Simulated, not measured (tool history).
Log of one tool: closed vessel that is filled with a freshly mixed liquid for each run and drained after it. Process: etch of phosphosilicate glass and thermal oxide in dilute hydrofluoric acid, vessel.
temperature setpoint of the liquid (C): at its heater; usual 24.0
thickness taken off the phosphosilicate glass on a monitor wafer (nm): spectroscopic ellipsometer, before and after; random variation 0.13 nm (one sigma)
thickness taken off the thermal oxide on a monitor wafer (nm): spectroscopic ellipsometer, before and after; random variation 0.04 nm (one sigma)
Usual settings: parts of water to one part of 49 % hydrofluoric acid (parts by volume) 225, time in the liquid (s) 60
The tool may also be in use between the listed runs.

run,hour,temperature setpoint of the liquid (C),parts of water to one part of 49 % hydrofluoric acid (parts by volume),time in the liquid (s),"read-back film thickness of the phosphosilicate glass reference wafer, read on the same gauge (nm)","read-back film thickness of the thermal oxide reference wafer, read on the same gauge (nm)",thickness taken off the phosphosilicate glass on a monitor wafer (nm),thickness taken off the thermal oxide on a monitor wafer (nm)
1,0.0,24.0,225,60,39.99,120.015,18.66,1.285
# hour 5.3: gauge calibrated
2,25.2,24.0,225,60,40.01,120.024,18.71,1.250
3,53.3,24.0,225,60,40.06,120.010,18.49,1.279
4,71.6,28.0,225,60,40.02,120.007,21.59,1.534
5,102.0,28.0,225,60,39.98,119.999,21.84,1.458
6,132.7,28.0,225,60,39.98,120.011,21.64,1.466
7,186.5,24.0,225,60,39.99,119.999,18.58,1.230
8,203.4,24.0,225,60,39.96,119.995,18.41,1.295
9,226.5,24.0,225,60,40.01,119.980,18.60,1.277
# hour 248.2: hydrofluoric acid flow meter replaced
10,254.8,20.0,170,70,39.99,119.974,25.77,1.786
11,283.8,24.0,225,40,39.99,120.004,12.46,0.817
12,296.8,24.0,190,35,39.98,120.004,13.20,0.874
13,330.9,26.5,170,60,39.98,120.015,28.30,1.971
# hour 337.4: thermometer replaced
14,350.5,24.0,225,60,39.95,120.008,20.41,1.398
15,374.6,24.0,315,35,39.96,119.982,7.71,0.535
16,400.1,26.5,170,60,40.03,120.002,30.86,2.082
17,435.7,24.0,225,30,39.94,120.004,10.04,0.709
18,451.9,24.0,225,60,40.00,119.987,20.07,1.355
19,482.8,24.0,225,60,40.00,120.008,20.14,1.379
# hour 490.5: gauge calibrated
20,507.7,21.5,270,70,39.99,120.006,16.88,1.171
21,524.2,24.0,125,30,40.00,120.001,20.17,1.439
22,585.5,24.0,225,60,40.02,119.995,19.85,1.418
23,597.7,25.5,160,40,40.02,119.993,21.34,1.424
24,613.3,27.5,225,60,40.04,120.019,22.77,1.507
25,644.2,29.0,300,30,40.00,120.002,8.25,0.563
26,666.7,24.0,225,60,39.99,120.003,20.02,1.351

3 ways to go on from here, each from the tool as it stands after run 26. What would each give?
A,667.4,22.0,225,60,?,?,?,?
B,667.4,24.0,170,95,?,?,?,?
C,667.4,20.0,130,60,?,?,?,?

run,"read-back film thickness of the phosphosilicate glass reference wafer, read on the same gauge (nm)","read-back film thickness of the thermal oxide reference wafer, read on the same gauge (nm)",thickness taken off the phosphosilicate glass on a monitor wafer (nm),thickness taken off the thermal oxide on a monitor wafer (nm)
A,40.00,119.997,18.26,1.298
B,40.00,119.997,43.68,3.106
C,40.00,119.997,32.19,2.288
Without the tool's hidden state the same runs would have given:
run,thickness taken off the phosphosilicate glass on a monitor wafer (nm),thickness taken off the thermal oxide on a monitor wafer (nm)
A,18.71,1.330
B,44.79,3.184
C,33.06,2.350
